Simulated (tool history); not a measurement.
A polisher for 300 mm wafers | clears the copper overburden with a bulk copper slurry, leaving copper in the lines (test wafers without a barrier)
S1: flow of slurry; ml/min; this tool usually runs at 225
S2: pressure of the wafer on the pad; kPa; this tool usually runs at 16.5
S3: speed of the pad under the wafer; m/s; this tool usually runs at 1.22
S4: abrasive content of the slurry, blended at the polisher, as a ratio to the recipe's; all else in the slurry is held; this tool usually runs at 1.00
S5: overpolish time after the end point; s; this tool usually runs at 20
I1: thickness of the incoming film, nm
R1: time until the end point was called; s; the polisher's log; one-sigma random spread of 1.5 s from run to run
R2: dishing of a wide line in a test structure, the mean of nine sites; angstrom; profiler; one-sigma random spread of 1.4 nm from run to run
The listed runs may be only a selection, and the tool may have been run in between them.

| run | hour | S1 | S2 | S3 | S4 | S5 | I1 | R1 | R2 |
|---|---|---|---|---|---|---|---|---|---|
| 1 | 0.0 | 225 | 16.5 | 1.32 | 1.00 | 20 | 917.2 | 81.9 | 1121 |
|  | 29.5 | worn pad replaced by a new one |
| 2 | 64.6 | 225 | 16.5 | 1.32 | 1.00 | 20 | 927.8 | 83.5 | 1154 |
| 3 | 107.6 | 225 | 20.7 | 1.22 | 1.00 | 20 | 926.2 | 75.1 | 1268 |
|  | 129.8 | head pressure recalibrated |
| 4 | 171.2 | 225 | 20.7 | 1.22 | 1.00 | 20 | 941.9 | 74.7 | 1268 |
|  | 223.3 | slurry blender recalibrated |
| 5 | 226.7 | 225 | 20.7 | 1.22 | 1.00 | 20 | 935.6 | 72.5 | 1288 |
|  | 242.1 | worn pad replaced by a new one |
| 6 | 271.2 | 225 | 16.5 | 1.22 | 1.00 | 23 | 914.5 | 90.3 | 1164 |
|  | 295.8 | slurry nozzle cleaned |
| 7 | 326.0 | 225 | 16.5 | 1.22 | 1.00 | 23 | 923.3 | 89.5 | 1185 |
| 8 | 383.8 | 225 | 16.5 | 1.22 | 0.80 | 20 | 921.8 | 97.6 | 1042 |
| 9 | 420.1 | 225 | 16.5 | 1.22 | 0.80 | 20 | 929.3 | 93.7 | 1061 |
|  | 453.2 | worn pad replaced by a new one |
| 10 | 507.3 | 225 | 20.7 | 1.22 | 1.00 | 20 | 936.0 | 75.0 | 1254 |
|  | 560.7 | slurry blender recalibrated |
| 11 | 562.5 | 155 | 16.5 | 1.36 | 1.00 | 10 | 935.6 | 90.6 | 732 |
| 12 | 631.9 | 225 | 16.5 | 1.00 | 1.00 | 15 | 937.0 | 101.3 | 858 |
| 13 | 692.0 | 225 | 14.5 | 1.52 | 0.75 | 20 | 935.9 | 96.1 | 1016 |
|  | 717.4 | worn pad replaced by a new one |
| 14 | 737.6 | 225 | 17.9 | 0.84 | 1.10 | 20 | 930.0 | 104.6 | 1039 |
|  | 748.4 | slurry nozzle cleaned |
| 15 | 790.3 | 225 | 16.5 | 1.00 | 1.00 | 15 | 923.3 | 98.7 | 874 |
|  | 833.7 | head pressure recalibrated |
|  | 889.5 | slurry blender recalibrated |
|  | 935.2 | worn pad replaced by a new one |
| 16 | 935.7 | 225 | 16.5 | 1.22 | 1.00 | 20 | 929.3 | 92.7 | 1105 |
| 17 | 960.3 | 165 | 16.5 | 0.80 | 1.20 | 20 | 925.1 | 109.9 | 977 |
| 18 | 1163.2 | 225 | 16.5 | 1.22 | 1.00 | 16 | 928.6 | 89.0 | 966 |

3 options for the next run, each taken on its own from the tool as it stands now. Forecast them:
| A | 1163.7 | 225 | 16.5 | 1.22 | 1.00 | 24 | 915.4 | ? | ? |
| B | 1163.7 | 225 | 16.5 | 1.50 | 1.00 | 20 | 915.4 | ? | ? |
| C | 1163.7 | 290 | 16.5 | 1.52 | 1.00 | 20 | 915.4 | ? | ? |

| run | R1 | R2 |
|---|---|---|
| A | 88.7 | 1215 |
| B | 78.0 | 1186 |
| C | 75.1 | 1206 |
The same runs, with their run-to-run variation unchanged, on a tool lacking any hidden condition would have given:
| run | R1 | R2 |
|---|---|---|
| A | 88.7 | 1215 |
| B | 78.0 | 1186 |
| C | 75.1 | 1206 |

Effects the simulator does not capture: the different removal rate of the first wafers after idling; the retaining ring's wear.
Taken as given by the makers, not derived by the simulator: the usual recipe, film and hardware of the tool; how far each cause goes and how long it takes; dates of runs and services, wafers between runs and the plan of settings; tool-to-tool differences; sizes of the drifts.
